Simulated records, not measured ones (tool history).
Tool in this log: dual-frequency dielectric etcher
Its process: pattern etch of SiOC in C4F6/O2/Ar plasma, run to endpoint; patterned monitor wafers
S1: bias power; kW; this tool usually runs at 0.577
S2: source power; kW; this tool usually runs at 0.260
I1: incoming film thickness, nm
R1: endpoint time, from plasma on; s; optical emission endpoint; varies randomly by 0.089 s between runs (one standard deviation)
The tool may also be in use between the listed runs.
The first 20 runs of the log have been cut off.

run	day	S1	S2	I1	R1
21	20.800	0.703	0.290	30.33	9.8
22	21.492	0.577	0.260	30.45	11.3
23	22.800	0.635	0.260	30.56	10.6
24	23.954	0.477	0.240	30.23	12.8
25	24.658	0.650	0.290	30.62	10.2
# day 26.496: upper electrode replaced
26	26.517	0.623	0.260	30.23	10.7
27	26.700	0.665	0.220	30.24	11.3
28	28.117	0.516	0.290	30.37	11.4
29	29.204	0.630	0.200	30.62	12.2
30	30.233	0.577	0.260	30.06	11.1
31	31.538	0.577	0.260	30.29	11.2
32	34.825	0.720	0.260	30.50	10.1
# day 35.962: wet clean of the chamber
33	35.983	0.630	0.280	30.26	10.5
34	36.896	0.577	0.260	30.63	11.3
35	38.100	0.577	0.260	30.74	11.5

Below are 4 alternative next runs, each starting from the tool's condition after run 35. Predict each:
A	38.117	0.615	0.260	30.33	?
B	38.117	0.464	0.260	30.33	?
C	38.117	0.658	0.260	30.33	?
D	38.117	0.632	0.240	30.33	?

run	R1
A	11.0
B	12.7
C	10.6
D	11.2
Without the tool's hidden state the same runs would have given:
run	R1
A	11.0
B	12.7
C	10.6
D	11.2
